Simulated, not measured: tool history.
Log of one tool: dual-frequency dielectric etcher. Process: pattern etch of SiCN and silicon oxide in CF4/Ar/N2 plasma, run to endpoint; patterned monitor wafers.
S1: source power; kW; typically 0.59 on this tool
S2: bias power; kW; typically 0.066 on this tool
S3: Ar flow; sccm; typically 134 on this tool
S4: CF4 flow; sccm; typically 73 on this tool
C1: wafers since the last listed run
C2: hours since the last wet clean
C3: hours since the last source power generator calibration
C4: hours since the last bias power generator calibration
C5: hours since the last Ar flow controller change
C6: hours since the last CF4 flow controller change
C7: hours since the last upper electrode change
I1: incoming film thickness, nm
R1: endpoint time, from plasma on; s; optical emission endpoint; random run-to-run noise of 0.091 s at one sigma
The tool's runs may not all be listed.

run,hour,S1,S2,S3,S4,C1,C2,C3,C4,C5,C6,C7,I1,R1
1,0,0.59,0.066,134,73,0,367.8,4532,1675.3,5566.5,5527,6066.6,15.9,15.7
2,20.4,0.59,0.066,134,73,239,388.2,4552.4,1695.7,5586.9,5547.4,6087,15.86,15.5
3,46.1,0.59,0.066,134,73,301,413.9,4578.1,1721.4,5612.6,5573.1,6112.7,15.98,15.7
4,80.7,0.59,0.066,134,73,405,448.5,4612.7,1756,5647.2,5607.7,6147.3,15.61,15.2
# hour 186.7: bias power generator calibrated
# hour 202.5: wet clean of the chamber
# hour 217.4: CF4 flow controller replaced
# hour 218.3: upper electrode replaced
5,218.8,0.59,0.066,134,73,1304,16.3,4750.8,32.1,5785.3,1.4,0.5,15.94,16.4
6,219.2,0.59,0.066,134,73,4,16.7,4751.2,32.5,5785.7,1.8,0.9,16,16.4
7,219.5,0.59,0.066,134,73,3,17,4751.5,32.8,5786,2.1,1.2,15.81,16.2
8,229.1,0.59,0.066,134,73,112,26.6,4761.1,42.4,5795.6,11.7,10.8,15.8,16.2
9,246.5,0.59,0.066,134,73,203,44,4778.5,59.8,5813,29.1,28.2,15.71,16.2
10,272.7,0.59,0.066,134,73,307,70.2,4804.7,86,5839.2,55.3,54.4,15.75,16.1
11,285.2,0.59,0.05,134,66,146,82.7,4817.2,98.5,5851.7,67.8,66.9,15.79,18.4
# hour 308.5: source power generator calibrated
# hour 313: Ar flow controller replaced
12,318.1,0.59,0.066,165,56,285,115.6,9.6,131.4,5.1,100.7,99.8,15.88,18.1
13,346.3,0.73,0.061,164,65,330,143.8,37.8,159.6,33.3,128.9,128,15.88,14.9
14,358.4,0.59,0.051,147,55,141,155.9,49.9,171.7,45.4,141,140.1,15.84,19.7
15,391.8,0.59,0.066,134,73,391,189.3,83.3,205.1,78.8,174.4,173.5,15.89,16.1
16,422.4,0.59,0.066,134,73,358,219.9,113.9,235.7,109.4,205,204.1,16,16.1
17,454.1,0.59,0.054,100,73,371,251.6,145.6,267.4,141.1,236.7,235.8,15.79,15.9
18,483,0.51,0.066,134,73,338,280.5,174.5,296.3,170,265.6,264.7,15.72,18.1
19,513.9,0.59,0.054,100,73,362,311.4,205.4,327.2,200.9,296.5,295.6,15.81,15.7
20,544.7,0.59,0.066,134,73,360,342.2,236.2,358,231.7,327.3,326.4,15.72,15.7

Take each entry between the runs: how does the hidden state at the last listed run before it differ from the hidden state at the first listed run after it?
In the gap between runs 4 and 5: bias power generator calibrated (hour 186.7); wet clean of the chamber (hour 202.5); CF4 flow controller replaced (hour 217.4); upper electrode replaced (hour 218.3)
  etch rate over this chamber's usual, %: 5.42 -> -0.0179
  difference, measured minus the result without the unlogged condition, R1: -0.9 -> +0 s
In the gap between runs 11 and 12: source power generator calibrated (hour 308.5); Ar flow controller replaced (hour 313)
  etch rate over this chamber's usual, %: 0.69 -> 1.04
  difference, measured minus the result without the unlogged condition, R1: -0.2 -> -0.2 s
